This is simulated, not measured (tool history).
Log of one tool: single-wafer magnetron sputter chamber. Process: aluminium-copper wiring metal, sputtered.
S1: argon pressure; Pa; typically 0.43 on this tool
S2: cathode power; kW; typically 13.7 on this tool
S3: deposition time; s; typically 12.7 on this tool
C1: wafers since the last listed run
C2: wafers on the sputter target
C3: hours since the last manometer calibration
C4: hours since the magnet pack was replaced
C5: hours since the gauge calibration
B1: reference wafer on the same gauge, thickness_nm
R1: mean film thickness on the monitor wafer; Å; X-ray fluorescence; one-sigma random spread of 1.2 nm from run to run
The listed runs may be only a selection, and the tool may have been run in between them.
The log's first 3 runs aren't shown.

| run | hour | S1 | S2 | S3 | C1 | C2 | C3 | C4 | C5 | B1 | R1 |
|---|---|---|---|---|---|---|---|---|---|---|---|
| 4 | 198.5 | 0.43 | 14.55 | 12.7 | 2624 | 3299 | 839.6 | 6094.6 | 1178.2 | 291.354 | 3058.01 |
| 5 | 264.1 | 0.43 | 14.55 | 12.7 | 1988 | 5287 | 905.2 | 6160.2 | 1243.8 | 290.799 | 3065.06 |
| 6 | 336.8 | 0.43 | 14.55 | 12.7 | 2203 | 7490 | 977.9 | 6232.9 | 1316.5 | 290.56 | 3050.69 |
| 7 | 411.2 | 0.43 | 13.7 | 12.7 | 2255 | 9746 | 1052.3 | 6307.3 | 1390.9 | 290.124 | 2862.54 |
| 8 | 450.4 | 0.43 | 13.7 | 12.7 | 1188 | 10934 | 1091.5 | 6346.5 | 1430.1 | 289.709 | 2837.69 |
| 9 | 512.4 | 0.43 | 13.7 | 12.7 | 1879 | 12813 | 1153.5 | 6408.5 | 1492.1 | 289.328 | 2875.61 |
|  | 553.7 | sputter target and shields replaced |
| 10 | 614.9 | 0.43 | 13.7 | 12.7 | 2864 | 1855 | 1256 | 6511 | 1594.6 | 288.555 | 2860.2 |
| 11 | 704.9 | 0.544 | 13.7 | 12.7 | 2727 | 4583 | 1346 | 6601 | 1684.6 | 287.927 | 2605.85 |
| 12 | 955.1 | 0.537 | 11.45 | 12.7 | 7583 | 12166 | 1596.2 | 6851.2 | 1934.8 | 286.073 | 2154.7 |
|  | 984.5 | sputter target and shields replaced |
| 13 | 1011.3 | 0.537 | 11.45 | 12.7 | 1460 | 812 | 1652.4 | 6907.4 | 1991 | 285.579 | 2142.95 |
|  | 1047 | magnet pack replaced |
| 14 | 1049.2 | 0.43 | 13.7 | 13.8 | 906 | 1719 | 1690.3 | 2.2 | 2028.9 | 285.636 | 3060.63 |
| 15 | 1138.5 | 0.43 | 13.7 | 13.8 | 2706 | 4425 | 1779.6 | 91.5 | 2118.2 | 284.59 | 3057.97 |
| 16 | 1242.4 | 0.43 | 16.6 | 14.5 | 3149 | 7574 | 1883.5 | 195.4 | 2222.1 | 283.622 | 3876.59 |
| 17 | 1335 | 0.591 | 13.7 | 14.6 | 2806 | 10381 | 1976.1 | 288 | 2314.7 | 282.869 | 2797.49 |
|  | 1418.9 | gauge calibrated |
|  | 1436.8 | sputter target and shields replaced |
|  | 1498.4 | capacitance manometer re-zeroed and calibrated |
| 18 | 1513.5 | 0.294 | 10.35 | 12.7 | 4925 | 2083 | 15.1 | 466.5 | 94.6 | 296.509 | 2524.02 |
| 19 | 1568.2 | 0.491 | 15.1 | 12.7 | 1657 | 3741 | 69.8 | 521.2 | 149.3 | 296.611 | 3073.22 |
| 20 | 1621.8 | 0.315 | 11.2 | 14.1 | 1624 | 5365 | 123.4 | 574.8 | 202.9 | 296.619 | 2962.18 |
| 21 | 1682.6 | 0.43 | 13.7 | 12.7 | 1842 | 7208 | 184.2 | 635.6 | 263.7 | 296.664 | 2926.63 |
| 22 | 1732.3 | 0.43 | 13.7 | 12.7 | 1506 | 8715 | 233.9 | 685.3 | 313.4 | 296.37 | 2938.99 |
| 23 | 1839.1 | 0.368 | 10.7 | 12.7 | 3237 | 11952 | 340.7 | 792.1 | 420.2 | 296.15 | 2429.82 |

What does the tool deliver on the next run?
| 24 | 1900.3 | 0.539 | 13.7 | 12.7 | 1854 | 13807 | 401.9 | 853.3 | 481.4 | ? | ? |

{"run 24": {"B1": 296.274, "R1": 2654.63}}
With the hidden condition absent and the run-to-run variation left alone, this run would have shown R1 2652.88 Å.
